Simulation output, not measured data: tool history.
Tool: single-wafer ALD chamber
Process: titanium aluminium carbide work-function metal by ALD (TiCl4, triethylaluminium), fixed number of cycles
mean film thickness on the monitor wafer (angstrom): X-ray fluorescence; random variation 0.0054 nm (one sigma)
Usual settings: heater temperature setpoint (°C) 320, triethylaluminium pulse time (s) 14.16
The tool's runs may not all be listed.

run,hour,heater temperature setpoint (°C),triethylaluminium pulse time (s),"read-back reference wafer on the same gauge, thickness_nm",mean film thickness on the monitor wafer (angstrom)
1,0.0,320,14.16,1.988,21.56
2,29.4,320,14.16,1.991,21.68
3,43.6,320,12.31,1.991,21.62
4,59.0,327,14.16,1.994,22.26
5,82.9,327,14.16,1.997,22.25
6,108.8,327,14.16,2.000,22.32
# hour 127.9: triethylaluminium bottle replaced
7,136.1,320,9.89,2.006,21.54
8,154.8,320,9.89,2.006,21.61
9,175.3,320,9.89,2.008,21.64
# hour 178.7: gauge calibrated
# hour 211.5: thermocouple changed; heater temperature recalibrated
10,212.0,312,11.76,1.982,20.82
11,233.7,312,11.76,1.979,20.80
12,250.4,320,14.16,1.982,21.50
13,266.3,320,14.16,1.982,21.56
14,291.3,335,16.08,1.982,22.77
# hour 306.0: showerhead replaced
15,308.3,314,14.16,1.985,21.07
16,332.2,311,14.16,1.986,20.93
17,353.0,305,11.62,1.986,20.40
18,388.3,326,9.05,1.990,21.74
19,410.6,320,14.16,1.992,21.65

3 ways to go on from here, each from the tool as it stands after run 19. What would each give?
A,411.0,320,17.93,?,?
B,411.0,329,14.16,?,?
C,411.0,324,14.16,?,?

run,"read-back reference wafer on the same gauge, thickness_nm",mean film thickness on the monitor wafer (angstrom)
A,1.992,21.83
B,1.992,22.43
C,1.992,22.05
Without the tool's hidden state the same runs would have given:
run,mean film thickness on the monitor wafer (angstrom)
A,21.72
B,22.32
C,21.93

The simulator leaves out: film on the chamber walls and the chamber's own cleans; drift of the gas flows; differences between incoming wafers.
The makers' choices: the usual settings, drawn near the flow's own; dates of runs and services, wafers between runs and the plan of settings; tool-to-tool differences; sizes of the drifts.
